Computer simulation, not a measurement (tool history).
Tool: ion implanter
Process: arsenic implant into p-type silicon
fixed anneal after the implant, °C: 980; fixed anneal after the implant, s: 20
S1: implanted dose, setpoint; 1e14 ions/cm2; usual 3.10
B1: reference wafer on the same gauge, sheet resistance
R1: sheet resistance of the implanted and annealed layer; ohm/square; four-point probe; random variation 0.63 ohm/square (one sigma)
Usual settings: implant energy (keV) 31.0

{"run": 1, "hour": 0.0, "S1": 3.1, "implant energy (keV)": 31.0, "B1": 205.01, "R1": 257.21}
{"run": 2, "hour": 6.4, "S1": 3.1, "implant energy (keV)": 31.0, "B1": 204.93, "R1": 256.96}
{"run": 3, "hour": 13.4, "S1": 3.1, "implant energy (keV)": 31.0, "B1": 204.9, "R1": 256.95}
{"run": 4, "hour": 23.5, "S1": 3.35, "implant energy (keV)": 31.0, "B1": 204.76, "R1": 242.75}
{"run": 5, "hour": 33.5, "S1": 3.35, "implant energy (keV)": 31.0, "B1": 205.01, "R1": 242.39}
{"run": 6, "hour": 46.5, "S1": 3.35, "implant energy (keV)": 31.0, "B1": 204.99, "R1": 242.9}
{"run": 7, "hour": 92.6, "S1": 3.1, "implant energy (keV)": 31.0, "B1": 204.77, "R1": 257.51}
{"run": 8, "hour": 103.8, "S1": 3.1, "implant energy (keV)": 31.0, "B1": 204.92, "R1": 257.94}
{"run": 9, "hour": 112.5, "S1": 3.1, "implant energy (keV)": 31.0, "B1": 205.06, "R1": 258.38}
{"run": 10, "hour": 122.8, "S1": 2.68, "implant energy (keV)": 31.0, "B1": 204.83, "R1": 286.28}
{"run": 11, "hour": 133.5, "S1": 2.68, "implant energy (keV)": 31.0, "B1": 204.9, "R1": 287.33}
{"run": 12, "hour": 139.8, "S1": 3.1, "implant energy (keV)": 31.0, "B1": 205.0, "R1": 257.96}
{"run": 13, "hour": 152.2, "S1": 3.1, "implant energy (keV)": 31.0, "B1": 204.95, "R1": 257.64}
{"run": 14, "hour": 164.8, "S1": 3.1, "implant energy (keV)": 31.0, "B1": 204.88, "R1": 256.96}
{"run": 15, "hour": 178.8, "S1": 3.1, "implant energy (keV)": 31.0, "B1": 205.18, "R1": 259.28}
{"run": 16, "hour": 189.1, "S1": 3.1, "implant energy (keV)": 31.0, "B1": 204.75, "R1": 257.83}
{"hour": 193.3, "done": "gauge calibrated"}
{"run": 17, "hour": 202.1, "S1": 3.7, "implant energy (keV)": 31.0, "B1": 205.0, "R1": 225.51}
{"run": 18, "hour": 212.4, "S1": 3.58, "implant energy (keV)": 31.0, "B1": 204.8, "R1": 232.72}
{"run": 19, "hour": 224.7, "S1": 2.71, "implant energy (keV)": 20.5, "B1": 205.14, "R1": 303.5}
{"run": 20, "hour": 238.2, "S1": 3.92, "implant energy (keV)": 41.5, "B1": 205.03, "R1": 207.61}
{"run": 21, "hour": 245.5, "S1": 3.1, "implant energy (keV)": 31.0, "B1": 205.1, "R1": 257.97}
{"run": 22, "hour": 254.1, "S1": 3.1, "implant energy (keV)": 31.0, "B1": 204.88, "R1": 257.6}
{"run": 23, "hour": 269.8, "S1": 2.5, "implant energy (keV)": 35.5, "B1": 205.22, "R1": 295.37}
{"run": 24, "hour": 277.7, "S1": 2.19, "implant energy (keV)": 40.5, "B1": 204.86, "R1": 320.1}
{"run": 25, "hour": 290.2, "S1": 2.75, "implant energy (keV)": 35.5, "B1": 204.8, "R1": 275.66}
{"run": 26, "hour": 303.1, "S1": 3.1, "implant energy (keV)": 31.0, "B1": 205.09, "R1": 257.64}
{"run": 27, "hour": 319.5, "S1": 2.26, "implant energy (keV)": 31.0, "B1": 204.94, "R1": 325.92}
{"run": 28, "hour": 331.6, "S1": 3.66, "implant energy (keV)": 40.0, "B1": 204.98, "R1": 220.35}
{"hour": 343.4, "done": "Faraday cup replaced and dose calibrated"}
{"run": 29, "hour": 343.9, "S1": 3.7, "implant energy (keV)": 31.0, "B1": 205.1, "R1": 217.47}
{"hour": 354.4, "done": "extraction supply calibrated"}
{"run": 30, "hour": 390.8, "S1": 3.83, "implant energy (keV)": 38.0, "B1": 205.22, "R1": 207.28}
{"run": 31, "hour": 405.4, "S1": 3.1, "implant energy (keV)": 31.0, "B1": 204.96, "R1": 250.86}
{"run": 32, "hour": 420.1, "S1": 3.1, "implant energy (keV)": 42.0, "B1": 205.03, "R1": 240.22}
{"run": 33, "hour": 434.5, "S1": 4.03, "implant energy (keV)": 39.0, "B1": 205.09, "R1": 200.11}
{"run": 34, "hour": 450.0, "S1": 3.1, "implant energy (keV)": 31.0, "B1": 204.99, "R1": 251.86}

The same runs without the tool's hidden state, with the same run-to-run variation:
The hidden state here: deviation of the true dose from the Faraday cup's reading, %; deviation of the true energy from its setpoint, %; gauge reads high (%).
run=1 R1=249.26
run=2 R1=248.97
run=3 R1=248.90
run=4 R1=235.05
run=5 R1=234.63
run=6 R1=235.04
run=7 R1=248.92
run=8 R1=249.29
run=9 R1=249.66
run=10 R1=276.64
run=11 R1=277.60
run=12 R1=249.14
run=13 R1=248.78
run=14 R1=248.07
run=15 R1=250.26
run=16 R1=248.82
run=17 R1=217.56
run=18 R1=224.48
run=19 R1=292.68
run=20 R1=200.19
run=21 R1=248.79
run=22 R1=248.42
run=23 R1=284.97
run=24 R1=308.99
run=25 R1=265.85
run=26 R1=248.34
run=27 R1=314.32
run=28 R1=212.33
run=29 R1=218.31
run=30 R1=206.45
run=31 R1=249.33
run=32 R1=238.30
run=33 R1=198.11
run=34 R1=248.91

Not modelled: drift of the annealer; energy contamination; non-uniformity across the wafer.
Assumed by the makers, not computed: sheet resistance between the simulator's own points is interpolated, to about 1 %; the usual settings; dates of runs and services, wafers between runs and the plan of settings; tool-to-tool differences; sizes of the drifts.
